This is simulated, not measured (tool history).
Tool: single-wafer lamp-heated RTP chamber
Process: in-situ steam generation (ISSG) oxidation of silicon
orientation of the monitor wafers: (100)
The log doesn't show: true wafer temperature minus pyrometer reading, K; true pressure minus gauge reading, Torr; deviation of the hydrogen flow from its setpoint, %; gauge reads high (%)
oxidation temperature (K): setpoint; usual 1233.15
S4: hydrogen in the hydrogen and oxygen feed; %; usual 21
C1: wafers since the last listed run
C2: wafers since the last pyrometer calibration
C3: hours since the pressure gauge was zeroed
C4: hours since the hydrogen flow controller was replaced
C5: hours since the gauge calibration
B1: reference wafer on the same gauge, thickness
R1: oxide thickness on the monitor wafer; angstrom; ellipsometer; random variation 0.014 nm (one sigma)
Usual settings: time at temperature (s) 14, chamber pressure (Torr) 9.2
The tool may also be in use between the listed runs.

{"run": 1, "hour": 0.0, "oxidation temperature (K)": 1233.15, "time at temperature (s)": 14, "chamber pressure (Torr)": 9.2, "S4": 21, "C1": 0, "C2": 2229, "C3": 4133.6, "C4": 6771.8, "C5": 115.7, "B1": 3.244, "R1": 39.62}
{"run": 2, "hour": 6.7, "oxidation temperature (K)": 1233.15, "time at temperature (s)": 14, "chamber pressure (Torr)": 9.2, "S4": 21, "C1": 70, "C2": 2300, "C3": 4140.3, "C4": 6778.5, "C5": 122.4, "B1": 3.245, "R1": 40.07}
{"run": 3, "hour": 18.2, "oxidation temperature (K)": 1233.15, "time at temperature (s)": 14, "chamber pressure (Torr)": 9.2, "S4": 21, "C1": 120, "C2": 2420, "C3": 4151.8, "C4": 6790.0, "C5": 133.9, "B1": 3.238, "R1": 40.3}
{"run": 4, "hour": 25.0, "oxidation temperature (K)": 1233.15, "time at temperature (s)": 14, "chamber pressure (Torr)": 9.2, "S4": 21, "C1": 71, "C2": 2491, "C3": 4158.6, "C4": 6796.8, "C5": 140.7, "B1": 3.241, "R1": 40.01}
{"run": 5, "hour": 31.1, "oxidation temperature (K)": 1233.15, "time at temperature (s)": 14, "chamber pressure (Torr)": 9.2, "S4": 21, "C1": 63, "C2": 2555, "C3": 4164.7, "C4": 6802.9, "C5": 146.8, "B1": 3.235, "R1": 39.81}
{"run": 6, "hour": 43.4, "oxidation temperature (K)": 1233.15, "time at temperature (s)": 14, "chamber pressure (Torr)": 9.2, "S4": 21, "C1": 128, "C2": 2684, "C3": 4177.0, "C4": 6815.2, "C5": 159.1, "B1": 3.244, "R1": 39.95}
{"run": 7, "hour": 72.0, "oxidation temperature (K)": 1233.15, "time at temperature (s)": 14, "chamber pressure (Torr)": 9.2, "S4": 21, "C1": 299, "C2": 2984, "C3": 4205.6, "C4": 6843.8, "C5": 187.7, "B1": 3.24, "R1": 40.46}
{"run": 8, "hour": 84.6, "oxidation temperature (K)": 1243.15, "time at temperature (s)": 14, "chamber pressure (Torr)": 9.2, "S4": 21, "C1": 132, "C2": 3116, "C3": 4218.2, "C4": 6856.4, "C5": 200.3, "B1": 3.239, "R1": 41.45}
{"hour": 102.8, "done": "gauge calibrated"}
{"hour": 104.3, "done": "hydrogen flow controller replaced"}
{"run": 9, "hour": 104.8, "oxidation temperature (K)": 1243.15, "time at temperature (s)": 14, "chamber pressure (Torr)": 9.2, "S4": 21, "C1": 127, "C2": 3244, "C3": 4238.4, "C4": 0.5, "C5": 2.0, "B1": 3.235, "R1": 41.54}
{"run": 10, "hour": 125.8, "oxidation temperature (K)": 1243.15, "time at temperature (s)": 14, "chamber pressure (Torr)": 9.2, "S4": 21, "C1": 220, "C2": 3464, "C3": 4259.4, "C4": 21.5, "C5": 23.0, "B1": 3.242, "R1": 41.56}
{"run": 11, "hour": 138.5, "oxidation temperature (K)": 1233.15, "time at temperature (s)": 14, "chamber pressure (Torr)": 9.2, "S4": 21, "C1": 133, "C2": 3597, "C3": 4272.1, "C4": 34.2, "C5": 35.7, "B1": 3.248, "R1": 40.7}
{"run": 12, "hour": 148.0, "oxidation temperature (K)": 1233.15, "time at temperature (s)": 14, "chamber pressure (Torr)": 9.2, "S4": 21, "C1": 99, "C2": 3697, "C3": 4281.6, "C4": 43.7, "C5": 45.2, "B1": 3.236, "R1": 40.04}
{"hour": 160.3, "done": "pyrometer window cleaned and pyrometer calibrated"}
{"run": 13, "hour": 160.8, "oxidation temperature (K)": 1233.15, "time at temperature (s)": 14, "chamber pressure (Torr)": 10.2, "S4": 13, "C1": 50, "C2": 5, "C3": 4294.4, "C4": 56.5, "C5": 58.0, "B1": 3.24, "R1": 35.29}
{"run": 14, "hour": 166.9, "oxidation temperature (K)": 1233.15, "time at temperature (s)": 17, "chamber pressure (Torr)": 9.2, "S4": 21, "C1": 63, "C2": 69, "C3": 4300.5, "C4": 62.6, "C5": 64.1, "B1": 3.239, "R1": 42.45}
{"run": 15, "hour": 192.2, "oxidation temperature (K)": 1217.15, "time at temperature (s)": 12, "chamber pressure (Torr)": 10.2, "S4": 12, "C1": 265, "C2": 334, "C3": 4325.8, "C4": 87.9, "C5": 89.4, "B1": 3.239, "R1": 30.89}
{"hour": 202.5, "done": "pressure gauge zeroed"}
{"run": 16, "hour": 207.2, "oxidation temperature (K)": 1233.15, "time at temperature (s)": 9, "chamber pressure (Torr)": 9.6, "S4": 13, "C1": 73, "C2": 408, "C3": 4.7, "C4": 102.9, "C5": 104.4, "B1": 3.241, "R1": 29.78}
{"run": 17, "hour": 220.1, "oxidation temperature (K)": 1233.15, "time at temperature (s)": 10, "chamber pressure (Torr)": 7.8, "S4": 16, "C1": 135, "C2": 543, "C3": 17.6, "C4": 115.8, "C5": 117.3, "B1": 3.237, "R1": 32.91}
{"run": 18, "hour": 232.2, "oxidation temperature (K)": 1222.15, "time at temperature (s)": 14, "chamber pressure (Torr)": 9.2, "S4": 21, "C1": 126, "C2": 670, "C3": 29.7, "C4": 127.9, "C5": 129.4, "B1": 3.245, "R1": 38.5}
{"run": 19, "hour": 246.2, "oxidation temperature (K)": 1233.15, "time at temperature (s)": 14, "chamber pressure (Torr)": 10.2, "S4": 29, "C1": 146, "C2": 816, "C3": 43.7, "C4": 141.9, "C5": 143.4, "B1": 3.239, "R1": 41.83}
{"run": 20, "hour": 253.9, "oxidation temperature (K)": 1233.15, "time at temperature (s)": 14, "chamber pressure (Torr)": 9.2, "S4": 21, "C1": 80, "C2": 897, "C3": 51.4, "C4": 149.6, "C5": 151.1, "B1": 3.242, "R1": 39.77}
{"run": 21, "hour": 263.9, "oxidation temperature (K)": 1239.15, "time at temperature (s)": 11, "chamber pressure (Torr)": 9.2, "S4": 21, "C1": 104, "C2": 1002, "C3": 61.4, "C4": 159.6, "C5": 161.1, "B1": 3.238, "R1": 36.76}
{"run": 22, "hour": 277.5, "oxidation temperature (K)": 1242.15, "time at temperature (s)": 12, "chamber pressure (Torr)": 9.2, "S4": 21, "C1": 142, "C2": 1144, "C3": 75.0, "C4": 173.2, "C5": 174.7, "B1": 3.242, "R1": 38.36}
{"run": 23, "hour": 288.8, "oxidation temperature (K)": 1215.15, "time at temperature (s)": 11, "chamber pressure (Torr)": 10.2, "S4": 21, "C1": 118, "C2": 1263, "C3": 86.3, "C4": 184.5, "C5": 186.0, "B1": 3.238, "R1": 33.96}
{"run": 24, "hour": 296.4, "oxidation temperature (K)": 1233.15, "time at temperature (s)": 14, "chamber pressure (Torr)": 9.2, "S4": 21, "C1": 79, "C2": 1342, "C3": 93.9, "C4": 192.1, "C5": 193.6, "B1": 3.24, "R1": 39.98}

Hidden state or all else? Some run-to-run changes of R1, split into what the settings, what came in and random variation would give without the hidden state, and what is left for the hidden state (with any gauge scatter that isn't in both results):
Run 12 -> 13: chamber pressure (Torr) 9.2 -> 10.2, S4 21 -> 13, pyrometer window cleaned and pyrometer calibrated. R1 -4.75 angstrom: hidden state -0.85, all else -3.90.
Run 13 -> 14: time at temperature (s) 14 -> 17, chamber pressure (Torr) 10.2 -> 9.2, S4 13 -> 21. R1 +7.16 angstrom: hidden state +0.06, all else +7.10.
Run 14 -> 15: oxidation temperature (K) 1233.15 -> 1217.15, time at temperature (s) 17 -> 12, chamber pressure (Torr) 9.2 -> 10.2, S4 21 -> 12. R1 -11.56 angstrom: hidden state -0.04, all else -11.52.
Run 23 -> 24: oxidation temperature (K) 1215.15 -> 1233.15, time at temperature (s) 11 -> 14, chamber pressure (Torr) 10.2 -> 9.2. R1 +6.02 angstrom: hidden state +0.16, all else +5.86.
